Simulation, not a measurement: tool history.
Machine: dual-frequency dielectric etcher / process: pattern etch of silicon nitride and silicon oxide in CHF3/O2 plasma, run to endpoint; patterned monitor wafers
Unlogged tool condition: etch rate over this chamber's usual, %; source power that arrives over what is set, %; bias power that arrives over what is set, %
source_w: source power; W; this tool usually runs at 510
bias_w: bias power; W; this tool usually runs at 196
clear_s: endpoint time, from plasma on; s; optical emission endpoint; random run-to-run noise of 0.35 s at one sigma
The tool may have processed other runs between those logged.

| run | hour | source_w | bias_w | wafers since the last listed run | hours since the last wet clean | hours since the last source power generator calibration | hours since the last bias power generator calibration | hours since the last upper electrode change | incoming incoming film thickness, nm | clear_s |
|---|---|---|---|---|---|---|---|---|---|---|
| 1 | 0 | 510 | 196 | 0 | 285 | 2594.5 | 3966.5 | 5075.7 | 152.2 | 101.9 |
| 2 | 27.4 | 510 | 196 | 262 | 312.4 | 2621.9 | 3993.9 | 5103.1 | 153.8 | 103.4 |
| 3 | 75.4 | 510 | 196 | 459 | 360.4 | 2669.9 | 4041.9 | 5151.1 | 154.6 | 103.9 |
| 4 | 111 | 510 | 196 | 340 | 396 | 2705.5 | 4077.5 | 5186.7 | 155.3 | 105.3 |
| 5 | 137.8 | 510 | 196 | 256 | 422.8 | 2732.3 | 4104.3 | 5213.5 | 154.9 | 104.9 |
| 6 | 184.1 | 510 | 196 | 443 | 469.1 | 2778.6 | 4150.6 | 5259.8 | 153.3 | 103.7 |
|  | 290.8 | upper electrode replaced |
|  | 313.3 | bias power generator calibrated |
| 7 | 329.3 | 510 | 196 | 1121 | 614.3 | 2923.8 | 16 | 38.5 | 152.2 | 104 |
|  | 385 | wet clean of the chamber |
| 8 | 385.5 | 510 | 196 | 308 | 0.5 | 2980 | 72.2 | 94.7 | 153.3 | 102.1 |
|  | 412.3 | source power generator calibrated |
| 9 | 441.8 | 410 | 164 | 500 | 56.8 | 29.5 | 128.5 | 151 | 153.2 | 117.9 |
| 10 | 486.5 | 400 | 196 | 427 | 101.5 | 74.2 | 173.2 | 195.7 | 153.9 | 115.6 |
| 11 | 540.7 | 460 | 196 | 518 | 155.7 | 128.4 | 227.4 | 249.9 | 153.5 | 108.3 |
| 12 | 582.2 | 580 | 167 | 397 | 197.2 | 169.9 | 268.9 | 291.4 | 154.8 | 102.8 |
| 13 | 627.3 | 460 | 235 | 431 | 242.3 | 215 | 314 | 336.5 | 154.5 | 104 |
| 14 | 693.3 | 470 | 196 | 631 | 308.3 | 281 | 380 | 402.5 | 153.6 | 108.2 |
| 15 | 823.5 | 510 | 196 | 1246 | 438.5 | 411.2 | 510.2 | 532.7 | 154.9 | 106.5 |
| 16 | 860.1 | 510 | 196 | 350 | 475.1 | 447.8 | 546.8 | 569.3 | 154.3 | 106.7 |

Alternative continuations, all from the tool just after run 16; predict every row:
| A | 860.6 | 510 | 196 | 4 | 475.6 | 448.3 | 547.3 | 569.8 | 152.8 | ? |
| B | 860.6 | 600 | 239 | 4 | 475.6 | 448.3 | 547.3 | 569.8 | 152.8 | ? |
| C | 860.6 | 510 | 211 | 4 | 475.6 | 448.3 | 547.3 | 569.8 | 152.8 | ? |
| D | 860.6 | 550 | 218 | 4 | 475.6 | 448.3 | 547.3 | 569.8 | 152.8 | ? |
| E | 860.6 | 450 | 233 | 4 | 475.6 | 448.3 | 547.3 | 569.8 | 152.8 | ? |

| run | clear_s |
|---|---|
| A | 105 |
| B | 92.8 |
| C | 103 |
| D | 98.8 |
| E | 106.1 |
Without the tool's hidden state the same runs would have given:
| run | clear_s |
|---|---|
| A | 101.2 |
| B | 89.4 |
| C | 99.3 |
| D | 95.2 |
| E | 102.3 |
